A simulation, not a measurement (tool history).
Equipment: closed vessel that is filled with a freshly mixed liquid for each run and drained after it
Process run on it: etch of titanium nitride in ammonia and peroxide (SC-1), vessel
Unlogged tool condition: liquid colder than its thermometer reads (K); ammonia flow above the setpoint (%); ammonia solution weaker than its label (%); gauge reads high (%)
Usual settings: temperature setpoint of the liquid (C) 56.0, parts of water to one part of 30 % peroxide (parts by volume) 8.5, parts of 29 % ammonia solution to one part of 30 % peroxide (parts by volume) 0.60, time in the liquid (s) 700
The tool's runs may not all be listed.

| run | day | temperature setpoint of the liquid (C) | parts of water to one part of 30 % peroxide (parts by volume) | parts of 29 % ammonia solution to one part of 30 % peroxide (parts by volume) | time in the liquid (s) | wafers since the last listed run | hours since the thermometer was replaced | hours since the ammonia flow meter was replaced | hours since the drum of ammonia solution was connected | hours since the gauge calibration | read-back film thickness of the titanium nitride reference wafer, read on the same gauge (nm) | thickness taken off the titanium nitride on a monitor wafer (Å) |
|---|---|---|---|---|---|---|---|---|---|---|---|---|
| 1 | 0.000 | 56.0 | 8.5 | 0.40 | 700 | 0 | 1956.4 | 1008.9 | 253.8 | 137.8 | 70.24 | 526.6 |
| 2 | 2.567 | 56.0 | 8.5 | 0.60 | 700 | 3879 | 2018.0 | 1070.5 | 315.4 | 199.4 | 70.44 | 566.9 |
| 3 | 4.292 | 56.0 | 8.5 | 0.60 | 700 | 2607 | 2059.4 | 1111.9 | 356.8 | 240.8 | 70.52 | 565.4 |
| 4 | 6.471 | 56.0 | 8.5 | 0.60 | 700 | 3294 | 2111.7 | 1164.2 | 409.1 | 293.1 | 70.71 | 569.8 |
| 5 | 9.525 | 56.0 | 8.5 | 0.60 | 700 | 4616 | 2185.0 | 1237.5 | 482.4 | 366.4 | 70.87 | 569.9 |
| 6 | 11.683 | 56.0 | 8.5 | 0.60 | 700 | 3262 | 2236.8 | 1289.3 | 534.2 | 418.2 | 70.97 | 568.9 |
| 7 | 15.017 | 60.5 | 8.5 | 0.70 | 345 | 5038 | 2316.8 | 1369.3 | 614.2 | 498.2 | 71.19 | 388.3 |
| 8 | 16.633 | 56.0 | 8.5 | 0.60 | 700 | 2443 | 2355.6 | 1408.1 | 653.0 | 537.0 | 71.27 | 573.9 |
| 9 | 18.212 | 58.5 | 8.5 | 0.45 | 1055 | 2387 | 2393.5 | 1446.0 | 690.9 | 574.9 | 71.30 | 969.5 |
|  | 18.508 | ammonia flow meter replaced |
| 10 | 21.350 | 56.0 | 7.0 | 0.60 | 700 | 4679 | 2468.8 | 68.2 | 766.2 | 650.2 | 71.46 | 632.3 |
|  | 23.729 | thermometer replaced |
| 11 | 25.221 | 53.0 | 5.5 | 0.75 | 530 | 5788 | 35.8 | 161.1 | 859.1 | 743.1 | 71.54 | 454.2 |
| 12 | 28.579 | 56.0 | 11.5 | 0.60 | 945 | 5076 | 116.4 | 241.7 | 939.7 | 823.7 | 71.66 | 665.0 |
| 13 | 32.158 | 56.0 | 8.5 | 0.45 | 700 | 5410 | 202.3 | 327.6 | 1025.6 | 909.6 | 71.72 | 549.2 |
|  | 32.546 | new drum of ammonia solution connected |
| 14 | 34.138 | 62.0 | 12.0 | 0.85 | 700 | 2928 | 249.8 | 375.1 | 38.2 | 957.1 | 71.78 | 764.1 |
| 15 | 36.346 | 65.0 | 5.5 | 0.60 | 1020 | 3338 | 302.8 | 428.1 | 91.2 | 1010.1 | 71.80 | 1888.4 |
| 16 | 41.171 | 56.0 | 7.5 | 0.60 | 700 | 7293 | 418.6 | 543.9 | 207.0 | 1125.9 | 71.92 | 612.5 |
| 17 | 45.412 | 56.0 | 8.5 | 0.60 | 700 | 6411 | 520.4 | 645.7 | 308.8 | 1227.7 | 72.02 | 577.7 |
| 18 | 47.604 | 47.5 | 7.0 | 0.60 | 1110 | 3312 | 573.0 | 698.3 | 361.4 | 1280.3 | 71.99 | 562.9 |
| 19 | 50.962 | 56.0 | 8.5 | 0.60 | 985 | 5076 | 653.6 | 778.9 | 442.0 | 1360.9 | 72.06 | 817.1 |
| 20 | 53.192 | 48.5 | 11.5 | 0.85 | 845 | 3369 | 707.1 | 832.4 | 495.5 | 1414.4 | 72.05 | 376.9 |
| 21 | 56.917 | 56.0 | 5.0 | 0.75 | 700 | 5630 | 796.5 | 921.8 | 584.9 | 1503.8 | 72.08 | 768.9 |
| 22 | 59.350 | 48.0 | 8.5 | 0.60 | 505 | 3678 | 854.9 | 980.2 | 643.3 | 1562.2 | 72.13 | 240.3 |
|  | 61.008 | gauge calibrated |
| 23 | 63.658 | 47.5 | 11.0 | 0.30 | 455 | 6512 | 958.3 | 1083.6 | 746.7 | 63.6 | 70.41 | 157.6 |
| 24 | 67.067 | 56.0 | 8.5 | 0.60 | 700 | 5152 | 1040.1 | 1165.4 | 828.5 | 145.4 | 70.70 | 570.6 |
| 25 | 70.500 | 51.0 | 11.5 | 0.60 | 555 | 5189 | 1122.5 | 1247.8 | 910.9 | 227.8 | 70.97 | 275.6 |
| 26 | 73.671 | 56.0 | 8.5 | 0.60 | 700 | 4793 | 1198.6 | 1323.9 | 987.0 | 303.9 | 71.23 | 570.1 |
| 27 | 75.233 | 56.0 | 8.5 | 0.60 | 700 | 2361 | 1236.1 | 1361.4 | 1024.5 | 341.4 | 71.30 | 571.0 |

Below are 4 alternative next runs, each starting from the tool's condition after run 27. Predict each:
| A | 75.267 | 56.0 | 8.5 | 0.60 | 1080 | 50 | 1236.9 | 1362.2 | 1025.3 | 342.2 | ? | ? |
| B | 75.267 | 63.5 | 6.5 | 0.85 | 985 | 50 | 1236.9 | 1362.2 | 1025.3 | 342.2 | ? | ? |
| C | 75.267 | 61.0 | 12.0 | 0.40 | 1085 | 50 | 1236.9 | 1362.2 | 1025.3 | 342.2 | ? | ? |
| D | 75.267 | 47.5 | 8.5 | 0.60 | 545 | 50 | 1236.9 | 1362.2 | 1025.3 | 342.2 | ? | ? |

| run | read-back film thickness of the titanium nitride reference wafer, read on the same gauge (nm) | thickness taken off the titanium nitride on a monitor wafer (Å) |
|---|---|---|
| A | 71.30 | 885.7 |
| B | 71.30 | 1588.5 |
| C | 71.30 | 963.9 |
| D | 71.30 | 248.7 |
What these runs would have given with no unlogged condition in the tool:
| run | thickness taken off the titanium nitride on a monitor wafer (Å) |
|---|---|
| A | 869.6 |
| B | 1559.7 |
| C | 946.4 |
| D | 244.2 |
